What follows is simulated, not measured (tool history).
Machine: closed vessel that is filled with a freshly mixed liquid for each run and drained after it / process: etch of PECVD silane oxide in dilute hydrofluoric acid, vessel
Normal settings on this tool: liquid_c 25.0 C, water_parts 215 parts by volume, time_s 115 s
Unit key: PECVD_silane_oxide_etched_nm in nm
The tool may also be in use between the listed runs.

| run | hour | liquid_c | water_parts | time_s | read-back film thickness of the PECVD silane oxide reference wafer, read on the same gauge (nm) | PECVD_silane_oxide_etched_nm |
|---|---|---|---|---|---|---|
| 1 | 0.0 | 25.0 | 215 | 115 | 140.02 | 21.50 |
| 2 | 16.9 | 25.0 | 150 | 115 | 140.02 | 32.62 |
| 3 | 32.8 | 25.0 | 215 | 165 | 139.99 | 30.81 |
| 4 | 55.5 | 25.0 | 215 | 165 | 139.99 | 30.87 |
| 5 | 69.4 | 22.5 | 215 | 115 | 140.05 | 19.57 |
| 6 | 86.2 | 22.5 | 215 | 115 | 140.03 | 19.42 |
| 7 | 108.5 | 25.0 | 180 | 115 | 139.99 | 26.75 |
| 8 | 133.7 | 25.0 | 180 | 115 | 139.95 | 26.70 |
| 9 | 156.1 | 25.0 | 180 | 115 | 139.99 | 26.62 |
| 10 | 177.2 | 25.0 | 265 | 115 | 140.02 | 16.65 |
|  | 204.3 | gauge calibrated |
| 11 | 206.1 | 25.0 | 215 | 115 | 140.03 | 21.71 |
| 12 | 230.1 | 25.0 | 215 | 115 | 139.98 | 21.18 |
| 13 | 254.2 | 25.0 | 165 | 115 | 139.98 | 29.49 |
| 14 | 269.2 | 21.0 | 125 | 75 | 140.01 | 22.76 |
| 15 | 290.5 | 25.0 | 215 | 45 | 139.98 | 8.41 |
| 16 | 305.5 | 25.0 | 215 | 115 | 140.02 | 21.37 |
| 17 | 332.2 | 25.0 | 140 | 185 | 140.00 | 58.03 |
|  | 374.4 | thermometer replaced |
| 18 | 429.6 | 25.0 | 215 | 115 | 140.01 | 21.62 |
| 19 | 441.8 | 22.5 | 215 | 115 | 139.98 | 19.53 |
| 20 | 470.3 | 25.0 | 215 | 95 | 140.01 | 17.52 |
|  | 498.7 | hydrofluoric acid flow meter replaced |
| 21 | 499.1 | 23.5 | 295 | 160 | 139.98 | 18.94 |
| 22 | 517.0 | 23.5 | 215 | 115 | 139.99 | 20.39 |
| 23 | 540.1 | 25.0 | 250 | 65 | 139.98 | 9.96 |
| 24 | 559.1 | 29.5 | 125 | 160 | 139.99 | 67.65 |
| 25 | 593.2 | 25.0 | 155 | 160 | 140.01 | 44.38 |
| 26 | 609.7 | 25.0 | 215 | 180 | 139.99 | 33.73 |
| 27 | 629.3 | 22.5 | 215 | 65 | 140.01 | 11.07 |

What if the next run were any one of these 4? Each begins from the tool's condition after run 27:
| A | 630.0 | 25.0 | 215 | 115 | ? | ? |
| B | 630.0 | 22.0 | 215 | 115 | ? | ? |
| C | 630.0 | 25.0 | 270 | 145 | ? | ? |
| D | 630.0 | 28.0 | 165 | 115 | ? | ? |

| run | read-back film thickness of the PECVD silane oxide reference wafer, read on the same gauge (nm) | PECVD_silane_oxide_etched_nm |
|---|---|---|
| A | 140.00 | 21.30 |
| B | 140.00 | 19.07 |
| C | 140.00 | 20.18 |
| D | 140.00 | 32.77 |
Had the tool no hidden state, the same runs would have come out as:
| run | PECVD_silane_oxide_etched_nm |
|---|---|
| A | 21.30 |
| B | 19.07 |
| C | 20.18 |
| D | 32.77 |
